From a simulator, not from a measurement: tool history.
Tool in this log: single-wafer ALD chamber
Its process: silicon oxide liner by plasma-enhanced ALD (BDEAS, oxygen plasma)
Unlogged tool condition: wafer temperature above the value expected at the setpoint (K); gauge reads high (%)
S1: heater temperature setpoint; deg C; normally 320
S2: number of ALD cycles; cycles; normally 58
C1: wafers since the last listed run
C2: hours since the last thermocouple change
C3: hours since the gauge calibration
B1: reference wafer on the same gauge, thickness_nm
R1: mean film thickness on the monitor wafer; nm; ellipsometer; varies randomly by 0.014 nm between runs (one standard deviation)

run 1 hour=0 | S1=320 S2=54 | C1=0 C2=209.3 C3=634.7 | B1=4.742 | R1=5.035
run 2 hour=37.8 | S1=320 S2=54 | C1=250 C2=247.1 C3=672.5 | B1=4.738 | R1=5.026
run 3 hour=94.6 | S1=310 S2=51 | C1=377 C2=303.9 C3=729.3 | B1=4.742 | R1=4.831
run 4 hour=137.8 | S1=327 S2=58 | C1=286 C2=347.1 C3=772.5 | B1=4.74 | R1=5.364
run 5 hour=168.7 | S1=326 S2=58 | C1=205 C2=378 C3=803.4 | B1=4.742 | R1=5.372
-- hour=188.6 gauge calibrated
run 6 hour=206 | S1=326 S2=58 | C1=247 C2=415.3 C3=17.4 | B1=4.739 | R1=5.353
run 7 hour=244.7 | S1=320 S2=61 | C1=256 C2=454 C3=56.1 | B1=4.742 | R1=5.698
run 8 hour=306.6 | S1=320 S2=58 | C1=410 C2=515.9 C3=118 | B1=4.742 | R1=5.403
run 9 hour=363.9 | S1=320 S2=58 | C1=380 C2=573.2 C3=175.3 | B1=4.742 | R1=5.384
run 10 hour=407.6 | S1=320 S2=58 | C1=290 C2=616.9 C3=219 | B1=4.74 | R1=5.414
run 11 hour=436.1 | S1=320 S2=66 | C1=189 C2=645.4 C3=247.5 | B1=4.74 | R1=6.172
run 12 hour=477.9 | S1=320 S2=66 | C1=277 C2=687.2 C3=289.3 | B1=4.739 | R1=6.128
run 13 hour=633 | S1=320 S2=58 | C1=1029 C2=842.3 C3=444.4 | B1=4.737 | R1=5.353
run 14 hour=674.3 | S1=320 S2=51 | C1=274 C2=883.6 C3=485.7 | B1=4.74 | R1=4.72
run 15 hour=719.3 | S1=330 S2=58 | C1=298 C2=928.6 C3=530.7 | B1=4.74 | R1=5.301
run 16 hour=767.5 | S1=320 S2=58 | C1=319 C2=976.8 C3=578.9 | B1=4.74 | R1=5.38
run 17 hour=838.9 | S1=307 S2=49 | C1=474 C2=1048.2 C3=650.3 | B1=4.74 | R1=4.619
run 18 hour=903.6 | S1=333 S2=49 | C1=429 C2=1112.9 C3=715 | B1=4.741 | R1=4.456
-- hour=913.6 gauge calibrated
-- hour=920.9 thermocouple changed; heater temperature recalibrated
run 19 hour=928.5 | S1=306 S2=50 | C1=112 C2=7.6 C3=14.9 | B1=4.739 | R1=4.779
run 20 hour=992.5 | S1=334 S2=61 | C1=424 C2=71.6 C3=78.9 | B1=4.739 | R1=5.574
run 21 hour=1047 | S1=320 S2=62 | C1=361 C2=126.1 C3=133.4 | B1=4.738 | R1=5.794
run 22 hour=1100.4 | S1=308 S2=49 | C1=354 C2=179.5 C3=186.8 | B1=4.742 | R1=4.657
run 23 hour=1163.2 | S1=320 S2=63 | C1=416 C2=242.3 C3=249.6 | B1=4.738 | R1=5.874
run 24 hour=1213.3 | S1=320 S2=58 | C1=332 C2=292.4 C3=299.7 | B1=4.74 | R1=5.425
run 25 hour=1240.6 | S1=320 S2=58 | C1=181 C2=319.7 C3=327 | B1=4.736 | R1=5.411

Run by run, hidden condition taken away, random variation retained:
run=1 R1=5.041
run=2 R1=5.033
run=3 R1=4.839
run=4 R1=5.375
run=5 R1=5.384
run=6 R1=5.365
run=7 R1=5.713
run=8 R1=5.42
run=9 R1=5.403
run=10 R1=5.435
run=11 R1=6.198
run=12 R1=6.156
run=13 R1=5.387
run=14 R1=4.753
run=15 R1=5.342
run=16 R1=5.425
run=17 R1=4.662
run=18 R1=4.504
run=19 R1=4.78
run=20 R1=5.576
run=21 R1=5.796
run=22 R1=4.66
run=23 R1=5.878
run=24 R1=5.431
run=25 R1=5.416
